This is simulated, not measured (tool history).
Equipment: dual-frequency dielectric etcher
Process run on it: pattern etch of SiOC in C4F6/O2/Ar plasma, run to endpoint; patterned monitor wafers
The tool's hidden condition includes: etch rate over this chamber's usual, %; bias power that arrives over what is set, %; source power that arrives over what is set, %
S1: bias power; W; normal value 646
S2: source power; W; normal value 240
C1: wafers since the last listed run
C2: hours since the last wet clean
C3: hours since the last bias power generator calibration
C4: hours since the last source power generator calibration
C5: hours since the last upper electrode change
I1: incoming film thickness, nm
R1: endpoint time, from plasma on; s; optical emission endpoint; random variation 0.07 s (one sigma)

| run | day | S1 | S2 | C1 | C2 | C3 | C4 | C5 | I1 | R1 |
|---|---|---|---|---|---|---|---|---|---|---|
| 1 | 0 | 646 | 240 | 0 | 361.9 | 1594.1 | 3839.3 | 2011 | 30.14 | 12 |
| 2 | 0.888 | 646 | 240 | 222 | 383.2 | 1615.4 | 3860.6 | 2032.3 | 30.24 | 11.8 |
| 3 | 1.921 | 646 | 240 | 259 | 408 | 1640.2 | 3885.4 | 2057.1 | 29.81 | 11.7 |
| 4 | 2.454 | 646 | 240 | 133 | 420.8 | 1653 | 3898.2 | 2069.9 | 30.03 | 11.7 |
| 5 | 3.817 | 646 | 240 | 342 | 453.5 | 1685.7 | 3930.9 | 2102.6 | 29.97 | 11.7 |
| 6 | 4.792 | 532 | 240 | 244 | 476.9 | 1709.1 | 3954.3 | 2126 | 29.93 | 13 |
| 7 | 5.804 | 646 | 240 | 254 | 501.2 | 1733.4 | 3978.6 | 2150.3 | 30.04 | 11.6 |
|  | 6.904 | bias power generator calibrated |
| 8 | 7.225 | 646 | 240 | 314 | 535.3 | 7.7 | 4012.7 | 2184.4 | 30.05 | 11.6 |
| 9 | 8.612 | 801 | 280 | 348 | 568.6 | 41 | 4046 | 2217.7 | 29.84 | 9.7 |
|  | 9.271 | source power generator calibrated |
|  | 9.696 | wet clean of the chamber |
| 10 | 10.05 | 545 | 240 | 212 | 8.5 | 75.5 | 18.7 | 2252.2 | 30.07 | 13.4 |
|  | 11.417 | upper electrode replaced |
| 11 | 11.438 | 558 | 270 | 97 | 41.8 | 108.8 | 52 | 0.5 | 30.08 | 12.7 |
| 12 | 12.054 | 646 | 240 | 154 | 56.6 | 123.6 | 66.8 | 15.3 | 30.09 | 12.3 |
| 13 | 13.129 | 567 | 270 | 269 | 82.4 | 149.4 | 92.6 | 41.1 | 30.22 | 12.7 |
| 14 | 14.592 | 646 | 240 | 367 | 117.5 | 184.5 | 127.7 | 76.2 | 30.02 | 12.2 |

Predict each of these 4 candidate next runs independently; none follows another, all start after run 14:
| A | 14.608 | 646 | 290 | 4 | 117.9 | 184.9 | 128.1 | 76.6 | 30.12 | ? |
| B | 14.608 | 646 | 280 | 4 | 117.9 | 184.9 | 128.1 | 76.6 | 30.12 | ? |
| C | 14.608 | 747 | 270 | 4 | 117.9 | 184.9 | 128.1 | 76.6 | 30.12 | ? |
| D | 14.608 | 646 | 260 | 4 | 117.9 | 184.9 | 128.1 | 76.6 | 30.12 | ? |

| run | R1 |
|---|---|
| A | 11.4 |
| B | 11.5 |
| C | 10.8 |
| D | 11.9 |
Without the tool's hidden state the same runs would have given:
| run | R1 |
|---|---|
| A | 11.4 |
| B | 11.6 |
| C | 10.9 |
| D | 11.9 |
